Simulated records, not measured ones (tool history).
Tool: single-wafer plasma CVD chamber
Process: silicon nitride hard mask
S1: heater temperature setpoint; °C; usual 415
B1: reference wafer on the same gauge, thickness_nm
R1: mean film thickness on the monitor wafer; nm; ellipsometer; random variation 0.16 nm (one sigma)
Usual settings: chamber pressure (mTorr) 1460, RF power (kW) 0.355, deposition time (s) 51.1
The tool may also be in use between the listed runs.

run 1 day=0.000 | S1=426 chamber_pressure_(mTorr)=1460 RF_power_(kW)=0.355 deposition_time_(s)=58.6 | B1=52.635 | R1=62.973
run 2 day=0.750 | S1=415 chamber_pressure_(mTorr)=1640 RF_power_(kW)=0.355 deposition_time_(s)=51.1 | B1=52.599 | R1=56.468
run 3 day=1.833 | S1=415 chamber_pressure_(mTorr)=1640 RF_power_(kW)=0.355 deposition_time_(s)=51.1 | B1=52.624 | R1=56.171
run 4 day=3.162 | S1=415 chamber_pressure_(mTorr)=1460 RF_power_(kW)=0.300 deposition_time_(s)=51.1 | B1=52.639 | R1=50.326
run 5 day=3.979 | S1=415 chamber_pressure_(mTorr)=1460 RF_power_(kW)=0.300 deposition_time_(s)=51.1 | B1=52.555 | R1=50.470
run 6 day=5.371 | S1=415 chamber_pressure_(mTorr)=1460 RF_power_(kW)=0.300 deposition_time_(s)=51.1 | B1=52.636 | R1=50.594
run 7 day=6.221 | S1=415 chamber_pressure_(mTorr)=1460 RF_power_(kW)=0.355 deposition_time_(s)=51.1 | B1=52.656 | R1=54.978
run 8 day=7.625 | S1=415 chamber_pressure_(mTorr)=1460 RF_power_(kW)=0.355 deposition_time_(s)=51.1 | B1=52.602 | R1=54.838
run 9 day=8.208 | S1=415 chamber_pressure_(mTorr)=1270 RF_power_(kW)=0.300 deposition_time_(s)=51.1 | B1=52.656 | R1=49.098
run 10 day=8.883 | S1=415 chamber_pressure_(mTorr)=1270 RF_power_(kW)=0.300 deposition_time_(s)=51.1 | B1=52.594 | R1=48.695
run 11 day=9.892 | S1=415 chamber_pressure_(mTorr)=1460 RF_power_(kW)=0.355 deposition_time_(s)=51.1 | B1=52.601 | R1=54.864
-- day=11.417 thermocouple changed; heater temperature recalibrated
run 12 day=11.438 | S1=415 chamber_pressure_(mTorr)=1460 RF_power_(kW)=0.375 deposition_time_(s)=44.6 | B1=52.569 | R1=49.483
run 13 day=12.633 | S1=415 chamber_pressure_(mTorr)=1460 RF_power_(kW)=0.355 deposition_time_(s)=51.1 | B1=52.594 | R1=54.870
run 14 day=13.154 | S1=415 chamber_pressure_(mTorr)=1460 RF_power_(kW)=0.355 deposition_time_(s)=44.0 | B1=52.577 | R1=47.531
-- day=13.683 gauge calibrated
-- day=14.662 RF generator calibrated
run 15 day=14.683 | S1=415 chamber_pressure_(mTorr)=1270 RF_power_(kW)=0.300 deposition_time_(s)=51.1 | B1=52.659 | R1=51.296
run 16 day=15.712 | S1=415 chamber_pressure_(mTorr)=1270 RF_power_(kW)=0.300 deposition_time_(s)=51.1 | B1=52.640 | R1=51.301
run 17 day=16.708 | S1=415 chamber_pressure_(mTorr)=1460 RF_power_(kW)=0.355 deposition_time_(s)=51.1 | B1=52.587 | R1=57.301
run 18 day=17.546 | S1=415 chamber_pressure_(mTorr)=1590 RF_power_(kW)=0.355 deposition_time_(s)=51.1 | B1=52.663 | R1=58.465
-- day=18.071 capacitance manometer re-zeroed and calibrated
run 19 day=18.108 | S1=415 chamber_pressure_(mTorr)=1460 RF_power_(kW)=0.355 deposition_time_(s)=51.1 | B1=52.602 | R1=57.386

The next listed run, before its measurement:
run 20 day=18.833 | S1=402 chamber_pressure_(mTorr)=1460 RF_power_(kW)=0.390 deposition_time_(s)=51.1 | B1=? | R1=?

{"run 20": {"B1": 52.558, "R1": 60.41}}
Without the tool's hidden state the same run would have given R1 60.612 nm.

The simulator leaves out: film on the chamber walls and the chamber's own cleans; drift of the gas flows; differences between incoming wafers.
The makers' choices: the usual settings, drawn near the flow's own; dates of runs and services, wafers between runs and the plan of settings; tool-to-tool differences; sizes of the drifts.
